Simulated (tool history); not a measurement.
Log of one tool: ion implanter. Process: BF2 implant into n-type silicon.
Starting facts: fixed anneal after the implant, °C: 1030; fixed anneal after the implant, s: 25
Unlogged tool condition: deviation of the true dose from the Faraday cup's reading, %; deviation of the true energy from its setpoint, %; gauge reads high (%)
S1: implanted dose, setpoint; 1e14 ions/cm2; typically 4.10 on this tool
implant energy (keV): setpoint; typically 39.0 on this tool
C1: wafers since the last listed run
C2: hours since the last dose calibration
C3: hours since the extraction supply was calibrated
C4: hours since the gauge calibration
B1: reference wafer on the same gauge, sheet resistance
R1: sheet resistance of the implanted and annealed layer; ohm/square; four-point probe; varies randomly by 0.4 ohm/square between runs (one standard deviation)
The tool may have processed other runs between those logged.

run 1 hour=0.0 | S1=4.10 implant_energy_(keV)=39.0 | C1=0 C2=1792.5 C3=3484.0 C4=7.0 | B1=216.93 | R1=254.06
run 2 hour=17.3 | S1=4.10 implant_energy_(keV)=39.0 | C1=323 C2=1809.8 C3=3501.3 C4=24.3 | B1=217.15 | R1=254.35
run 3 hour=31.6 | S1=4.10 implant_energy_(keV)=39.0 | C1=267 C2=1824.1 C3=3515.6 C4=38.6 | B1=217.09 | R1=253.72
run 4 hour=44.4 | S1=4.10 implant_energy_(keV)=39.0 | C1=239 C2=1836.9 C3=3528.4 C4=51.4 | B1=217.04 | R1=253.77
run 5 hour=60.1 | S1=4.10 implant_energy_(keV)=39.0 | C1=293 C2=1852.6 C3=3544.1 C4=67.1 | B1=217.13 | R1=253.89
run 6 hour=75.1 | S1=4.10 implant_energy_(keV)=39.0 | C1=280 C2=1867.6 C3=3559.1 C4=82.1 | B1=216.95 | R1=253.50
run 7 hour=84.4 | S1=4.10 implant_energy_(keV)=33.0 | C1=174 C2=1876.9 C3=3568.4 C4=91.4 | B1=217.18 | R1=257.55
run 8 hour=94.6 | S1=4.10 implant_energy_(keV)=39.0 | C1=190 C2=1887.1 C3=3578.6 C4=101.6 | B1=216.91 | R1=252.95
run 9 hour=110.3 | S1=4.10 implant_energy_(keV)=39.0 | C1=293 C2=1902.8 C3=3594.3 C4=117.3 | B1=216.88 | R1=253.06
-- hour=123.4 gauge calibrated
-- hour=124.3 Faraday cup replaced and dose calibrated
run 10 hour=124.8 | S1=4.10 implant_energy_(keV)=39.0 | C1=121 C2=0.5 C3=3608.8 C4=1.4 | B1=216.96 | R1=265.30
run 11 hour=126.7 | S1=4.69 implant_energy_(keV)=35.0 | C1=35 C2=2.4 C3=3610.7 C4=3.3 | B1=217.12 | R1=238.30
run 12 hour=139.9 | S1=4.10 implant_energy_(keV)=39.0 | C1=247 C2=15.6 C3=3623.9 C4=16.5 | B1=217.00 | R1=264.92
-- hour=151.2 extraction supply calibrated
run 13 hour=153.5 | S1=3.51 implant_energy_(keV)=43.5 | C1=104 C2=29.2 C3=2.3 C4=30.1 | B1=217.20 | R1=299.07
run 14 hour=164.2 | S1=5.28 implant_energy_(keV)=30.0 | C1=200 C2=39.9 C3=13.0 C4=40.8 | B1=216.85 | R1=218.17
run 15 hour=175.9 | S1=4.62 implant_energy_(keV)=43.5 | C1=219 C2=51.6 C3=24.7 C4=52.5 | B1=216.86 | R1=237.31
run 16 hour=188.9 | S1=4.10 implant_energy_(keV)=39.0 | C1=243 C2=64.6 C3=37.7 C4=65.5 | B1=216.79 | R1=264.78

Run 17 comes next. What will it give?
run 17 hour=203.3 | S1=4.71 implant_energy_(keV)=43.0 | C1=269 C2=79.0 C3=52.1 C4=79.9 | B1=? | R1=?

{"run 17": {"B1": 217.07, "R1": 233.48}}
Were there no unlogged condition in the tool, this run, its random variation unchanged, would have produced R1 232.99 ohm/square.
